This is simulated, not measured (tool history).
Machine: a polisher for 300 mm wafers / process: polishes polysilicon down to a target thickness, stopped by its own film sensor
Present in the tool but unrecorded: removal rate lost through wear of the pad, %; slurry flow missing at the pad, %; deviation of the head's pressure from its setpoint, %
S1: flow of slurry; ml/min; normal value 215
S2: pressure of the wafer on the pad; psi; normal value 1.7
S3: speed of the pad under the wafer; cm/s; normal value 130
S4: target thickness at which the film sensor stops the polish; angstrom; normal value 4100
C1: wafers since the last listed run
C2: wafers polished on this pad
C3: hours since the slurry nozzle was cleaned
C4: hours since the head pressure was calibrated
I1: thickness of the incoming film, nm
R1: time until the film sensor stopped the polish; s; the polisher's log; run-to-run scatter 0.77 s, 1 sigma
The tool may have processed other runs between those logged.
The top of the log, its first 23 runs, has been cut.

At hour 1276.0: slurry nozzle cleaned.
Run 24, hour 1292.0: usual settings but S1 240 ml/min, S4 3170 angstrom; C1 453; C2 3068; C3 16.0; C4 176.3; I1 791.0. Result: R1 76.0 s.
Run 25, hour 1415.9: usual settings but S1 145 ml/min, S2 1.4 psi, S3 164 cm/s, S4 4520 angstrom; C1 1654; C2 4722; C3 139.9; C4 300.2; I1 788.8. Result: R1 58.8 s.
At hour 1461.1: worn pad replaced by a new one.
Run 26, hour 1461.6: usual settings but S2 2.3 psi, S4 5440 angstrom; C1 556; C2 6; C3 185.6; C4 345.9; I1 793.3. Result: R1 28.1 s.
At hour 1491.1: head pressure recalibrated.
Run 27, hour 1496.8: usual settings but S1 165 ml/min, S2 1.4 psi, S3 152 cm/s, S4 5220 angstrom; C1 443; C2 450; C3 220.8; C4 5.7; I1 809.4. Result: R1 48.7 s.
Run 28, hour 1523.6: usual settings but S1 145 ml/min, S2 1.5 psi, S4 5080 angstrom; C1 357; C2 807; C3 247.6; C4 32.5; I1 805.7. Result: R1 53.3 s.
Run 29, hour 1564.5: usual settings but S1 280 ml/min, S2 1.5 psi, S3 142 cm/s, S4 5290 angstrom; C1 546; C2 1353; C3 288.5; C4 73.4; I1 794.8. Result: R1 42.0 s.
Run 30, hour 1614.5: usual settings; C1 667; C2 2021; C3 338.5; C4 123.4; I1 800.5. Result: R1 62.7 s.
Run 31, hour 1686.3: usual settings but S1 195 ml/min, S4 4620 angstrom; C1 958; C2 2980; C3 410.3; C4 195.2; I1 797.8. Result: R1 55.2 s.
Run 32, hour 1756.6: usual settings but S1 240 ml/min, S2 2.1 psi, S3 104 cm/s; C1 938; C2 3918; C3 480.6; C4 265.5; I1 802.4. Result: R1 62.3 s.
At hour 1785.3: worn pad replaced by a new one.
Run 33, hour 1786.0: usual settings but S4 4600 angstrom; C1 339; C2 8; C3 510.0; C4 294.9; I1 794.5. Result: R1 50.8 s.

4 ways to go on from here, each from the tool as it stands after run 33. What would each give?
Run A, hour 1786.4: usual settings; C1 5; C2 14; C3 510.4; C4 295.3; I1 794.6. Result: R1 ?.
Run B, hour 1786.4: usual settings but S2 1.2 psi, S4 5280 angstrom; C1 5; C2 14; C3 510.4; C4 295.3; I1 794.6. Result: R1 ?.
Run C, hour 1786.4: usual settings but S2 2.0 psi, S3 94 cm/s; C1 5; C2 14; C3 510.4; C4 295.3; I1 794.6. Result: R1 ?.
Run D, hour 1786.4: usual settings but S1 190 ml/min, S3 158 cm/s; C1 5; C2 14; C3 510.4; C4 295.3; I1 794.6. Result: R1 ?.

run    R1
  A  57.6
  B  52.5
  C  62.1
  D  51.0
The same runs, with their run-to-run variation unchanged, on a tool lacking any hidden condition would have given:
run    R1
  A  57.3
  B  52.2
  C  61.8
  D  50.8
